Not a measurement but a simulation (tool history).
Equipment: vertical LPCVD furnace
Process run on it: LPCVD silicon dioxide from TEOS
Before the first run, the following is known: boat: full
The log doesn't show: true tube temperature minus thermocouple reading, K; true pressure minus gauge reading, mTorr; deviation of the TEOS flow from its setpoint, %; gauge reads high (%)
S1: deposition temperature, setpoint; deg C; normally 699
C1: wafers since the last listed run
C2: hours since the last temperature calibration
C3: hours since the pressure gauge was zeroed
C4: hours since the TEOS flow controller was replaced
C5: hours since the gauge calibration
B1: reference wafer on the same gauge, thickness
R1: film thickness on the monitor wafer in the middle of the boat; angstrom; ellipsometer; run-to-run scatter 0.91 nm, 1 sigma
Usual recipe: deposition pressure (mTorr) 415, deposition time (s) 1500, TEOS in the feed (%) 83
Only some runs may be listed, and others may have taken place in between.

Run 1, hour 0: usual settings but deposition pressure (mTorr) 455; C1 0; C2 1489.1; C3 2176.5; C4 2052; C5 403.9; B1 187.95. Result: R1 2446.1 angstrom.
Run 2, hour 20.4: usual settings but deposition time (s) 1080; C1 245; C2 1509.5; C3 2196.9; C4 2072.4; C5 424.3; B1 187.78. Result: R1 1673.3 angstrom.
Run 3, hour 36.3: usual settings but deposition time (s) 1080; C1 191; C2 1525.4; C3 2212.8; C4 2088.3; C5 440.2; B1 187.92. Result: R1 1686.5 angstrom.
Run 4, hour 70.7: usual settings; C1 414; C2 1559.8; C3 2247.2; C4 2122.7; C5 474.6; B1 187.86. Result: R1 2346.5 angstrom.
Run 5, hour 84.6: usual settings; C1 167; C2 1573.7; C3 2261.1; C4 2136.6; C5 488.5; B1 188.02. Result: R1 2326.3 angstrom.
At hour 127.5: pressure gauge zeroed.
Run 6, hour 128: usual settings; C1 233; C2 1617.1; C3 0.5; C4 2180; C5 531.9; B1 188.04. Result: R1 2357.7 angstrom.
Run 7, hour 138.1: usual settings; C1 121; C2 1627.2; C3 10.6; C4 2190.1; C5 542; B1 187.83. Result: R1 2347 angstrom.
At hour 181.9: thermocouples replaced and temperature profile calibrated.
Run 8, hour 182.4: usual settings; C1 244; C2 0.5; C3 54.9; C4 2234.4; C5 586.3; B1 188.05. Result: R1 2291.9 angstrom.
Run 9, hour 194.9: usual settings; C1 150; C2 13; C3 67.4; C4 2246.9; C5 598.8; B1 188.37. Result: R1 2291 angstrom.
Run 10, hour 225.3: usual settings; C1 365; C2 43.4; C3 97.8; C4 2277.3; C5 629.2; B1 187.99. Result: R1 2301.2 angstrom.
Run 11, hour 240: usual settings; C1 176; C2 58.1; C3 112.5; C4 2292; C5 643.9; B1 187.97. Result: R1 2271.9 angstrom.
Run 12, hour 265.8: usual settings; C1 310; C2 83.9; C3 138.3; C4 2317.8; C5 669.7; B1 187.83. Result: R1 2286.3 angstrom.
Run 13, hour 290: usual settings; C1 291; C2 108.1; C3 162.5; C4 2342; C5 693.9; B1 187.99. Result: R1 2290.6 angstrom.
Run 14, hour 311.6: usual settings but deposition pressure (mTorr) 335; C1 260; C2 129.7; C3 184.1; C4 2363.6; C5 715.5; B1 188.24. Result: R1 2051.9 angstrom.
Run 15, hour 347.5: usual settings but deposition pressure (mTorr) 315, deposition time (s) 1080, TEOS in the feed (%) 73; C1 432; C2 165.6; C3 220; C4 2399.5; C5 751.4; B1 188.01. Result: R1 1334.6 angstrom.
Run 16, hour 364.2: usual settings; C1 201; C2 182.3; C3 236.7; C4 2416.2; C5 768.1; B1 187.74. Result: R1 2295.7 angstrom.
Run 17, hour 385.4: usual settings; C1 255; C2 203.5; C3 257.9; C4 2437.4; C5 789.3; B1 188.07. Result: R1 2293.6 angstrom.
Run 18, hour 417: usual settings; C1 380; C2 235.1; C3 289.5; C4 2469; C5 820.9; B1 188.02. Result: R1 2298.9 angstrom.
At hour 422.9: gauge calibrated.
Run 19, hour 440.6: usual settings but deposition pressure (mTorr) 490, deposition time (s) 1320, TEOS in the feed (%) 72; C1 284; C2 258.7; C3 313.1; C4 2492.6; C5 17.7; B1 188.11. Result: R1 2042.2 angstrom.
Run 20, hour 456.5: usual settings; C1 191; C2 274.6; C3 329; C4 2508.5; C5 33.6; B1 187.97. Result: R1 2292.5 angstrom.
Run 21, hour 491.5: usual settings but S1 705 deg C, deposition pressure (mTorr) 480, deposition time (s) 1230, TEOS in the feed (%) 91; C1 421; C2 309.6; C3 364; C4 2543.5; C5 68.6; B1 188.04. Result: R1 2436.4 angstrom.
Run 22, hour 515.1: usual settings but S1 709 deg C, deposition pressure (mTorr) 380, deposition time (s) 1080, TEOS in the feed (%) 93; C1 284; C2 333.2; C3 387.6; C4 2567.1; C5 92.2; B1 188.07. Result: R1 2105.1 angstrom.
Run 23, hour 550.9: usual settings but S1 691 deg C, deposition time (s) 1260, TEOS in the feed (%) 88; C1 430; C2 369; C3 423.4; C4 2602.9; C5 128; B1 188.05. Result: R1 1641.3 angstrom.
At hour 579.2: TEOS flow controller replaced.
Run 24, hour 581.3: usual settings; C1 77; C2 399.4; C3 453.8; C4 2.1; C5 158.4; B1 187.89. Result: R1 2284.9 angstrom.
Run 25, hour 593.5: usual settings; C1 146; C2 411.6; C3 466; C4 14.3; C5 170.6; B1 188.08. Result: R1 2322.8 angstrom.
Run 26, hour 619.6: usual settings; C1 314; C2 437.7; C3 492.1; C4 40.4; C5 196.7; B1 188.21. Result: R1 2300.2 angstrom.
Run 27, hour 639.1: usual settings but S1 711 deg C, deposition time (s) 1950, TEOS in the feed (%) 70; C1 234; C2 457.2; C3 511.6; C4 59.9; C5 216.2; B1 188.06. Result: R1 3628.2 angstrom.
Run 28, hour 658.8: usual settings but S1 693 deg C, deposition time (s) 1770; C1 237; C2 476.9; C3 531.3; C4 79.6; C5 235.9; B1 188.07. Result: R1 2355.9 angstrom.
Run 29, hour 730.2: usual settings but S1 689 deg C, deposition pressure (mTorr) 445, deposition time (s) 1950, TEOS in the feed (%) 72; C1 859; C2 548.3; C3 602.7; C4 151; C5 307.3; B1 187.94. Result: R1 2273.6 angstrom.
Run 30, hour 763: usual settings but deposition pressure (mTorr) 515; C1 394; C2 581.1; C3 635.5; C4 183.8; C5 340.1; B1 187.84. Result: R1 2565.6 angstrom.
Run 31, hour 781.2: usual settings but S1 705 deg C, deposition time (s) 1680, TEOS in the feed (%) 74; C1 219; C2 599.3; C3 653.7; C4 202; C5 358.3; B1 188. Result: R1 2808.7 angstrom.
Run 32, hour 807.5: usual settings but S1 689 deg C, deposition pressure (mTorr) 355; C1 316; C2 625.6; C3 680; C4 228.3; C5 384.6; B1 187.88. Result: R1 1687.3 angstrom.

State the hidden condition of the tool at each of the runs:
true pressure minus gauge reading, mTorr: 0 on each run
deviation of the TEOS flow from its setpoint, %: 0 on each run
gauge reads high (%): 0 on each run
H1: true tube temperature minus thermocouple reading, K
run      H1
  1    1.04
  2    1.05
  3    1.06
  4    1.08
  5    1.09
  6    1.12
  7    1.13
  8  0.0417
  9  0.0499
 10  0.0698
 11  0.0794
 12  0.0963
 13   0.112
 14   0.126
 15    0.15
 16   0.161
 17   0.175
 18   0.195
 19   0.211
 20   0.221
 21   0.244
 22   0.259
 23   0.283
 24   0.303
 25   0.311
 26   0.328
 27   0.341
 28   0.353
 29     0.4
 30   0.422
 31   0.434
 32   0.451
